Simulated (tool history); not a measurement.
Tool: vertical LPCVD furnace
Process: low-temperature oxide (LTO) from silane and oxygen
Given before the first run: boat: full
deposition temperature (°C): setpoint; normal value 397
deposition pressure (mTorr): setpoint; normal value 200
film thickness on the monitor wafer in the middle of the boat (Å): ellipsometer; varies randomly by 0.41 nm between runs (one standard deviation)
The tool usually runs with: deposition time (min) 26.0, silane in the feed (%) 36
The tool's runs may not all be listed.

run,hour,deposition temperature (°C),deposition pressure (mTorr),deposition time (min),silane in the feed (%),wafers since the last listed run,hours since the last temperature calibration,hours since the pressure gauge was zeroed,hours since the silane flow controller was replaced,hours since the gauge calibration,"read-back reference wafer on the same gauge, thickness",film thickness on the monitor wafer in the middle of the boat (Å)
1,0.0,397,200,23.0,40,0,1602.9,2776.2,3637.3,186.9,217.05,1967.0
2,51.6,397,230,26.0,36,1066,1654.5,2827.8,3688.9,238.5,217.06,2246.8
3,118.3,397,230,26.0,36,1379,1721.2,2894.5,3755.6,305.2,216.90,2243.5
4,165.3,397,230,26.0,36,971,1768.2,2941.5,3802.6,352.2,216.92,2249.2
5,263.2,397,200,26.0,36,2024,1866.1,3039.4,3900.5,450.1,216.92,1946.8
6,326.6,397,200,26.0,36,1310,1929.5,3102.8,3963.9,513.5,216.95,1941.3
7,393.3,397,200,26.0,36,1379,1996.2,3169.5,4030.6,580.2,216.99,1953.8
8,472.0,397,200,26.0,36,1627,2074.9,3248.2,4109.3,658.9,216.97,1951.2
9,511.5,397,200,26.0,36,816,2114.4,3287.7,4148.8,698.4,217.09,1947.9
10,549.0,397,200,26.0,36,775,2151.9,3325.2,4186.3,735.9,217.09,1945.2
11,625.3,397,200,26.0,36,1577,2228.2,3401.5,4262.6,812.2,216.86,1949.1
12,730.0,397,200,26.0,36,2164,2332.9,3506.2,4367.3,916.9,217.06,1955.9
13,807.3,397,200,26.0,36,1598,2410.2,3583.5,4444.6,994.2,217.03,1942.3
14,903.1,397,165,26.0,36,1980,2506.0,3679.3,4540.4,1090.0,216.94,1600.6
15,997.1,391,200,26.0,40,1943,2600.0,3773.3,4634.4,1184.0,217.05,2082.1
# hour 1029.4: thermocouples replaced and temperature profile calibrated
16,1060.6,397,200,26.0,36,816,31.2,3836.8,4697.9,1247.5,216.99,1949.1
17,1107.9,391,200,16.0,36,978,78.5,3884.1,4745.2,1294.8,217.00,1123.1
# hour 1160.8: gauge calibrated
18,1198.9,407,230,29.5,36,1881,169.5,3975.1,4836.2,38.1,217.01,2850.1
19,1237.0,397,200,22.0,36,787,207.6,4013.2,4874.3,76.2,216.93,1651.4
# hour 1289.5: silane flow controller replaced
20,1310.7,397,200,26.0,34,1027,281.3,4086.9,21.2,149.9,217.00,1806.5
# hour 1393.0: pressure gauge zeroed
21,1393.5,397,200,20.5,36,1215,364.1,0.5,104.0,232.7,216.95,1536.3
22,1428.6,397,200,26.0,36,725,399.2,35.6,139.1,267.8,217.05,1948.1
23,1465.6,387,200,36.5,36,765,436.2,72.6,176.1,304.8,217.13,2436.6
24,1532.1,389,150,26.0,40,1375,502.7,139.1,242.6,371.3,217.05,1524.6
25,1586.1,397,155,26.0,36,1116,556.7,193.1,296.6,425.3,217.02,1509.0
26,1651.4,401,235,18.0,40,1350,622.0,258.4,361.9,490.6,217.17,1899.2
27,1714.0,408,200,30.0,42,1294,684.6,321.0,424.5,553.2,216.90,3071.7
28,1807.8,397,200,26.0,36,1939,778.4,414.8,518.3,647.0,216.90,1953.7
29,1889.8,397,200,26.0,36,1695,860.4,496.8,600.3,729.0,216.94,1955.5

Forecast each of these 4 alternatives for the next run:
A,1893.8,397,200,26.0,33,82,864.4,500.8,604.3,733.0,?,?
B,1893.8,397,240,26.0,33,82,864.4,500.8,604.3,733.0,?,?
C,1893.8,387,230,22.5,39,82,864.4,500.8,604.3,733.0,?,?
D,1893.8,393,240,26.0,36,82,864.4,500.8,604.3,733.0,?,?

run,"read-back reference wafer on the same gauge, thickness",film thickness on the monitor wafer in the middle of the boat (Å)
A,217.12,1738.1
B,217.12,2085.7
C,217.12,1922.3
D,217.12,2240.9
With the hidden condition removed and each run's random variation left untouched, the same runs would have given:
run,film thickness on the monitor wafer in the middle of the boat (Å)
A,1738.1
B,2085.7
C,1922.3
D,2240.9
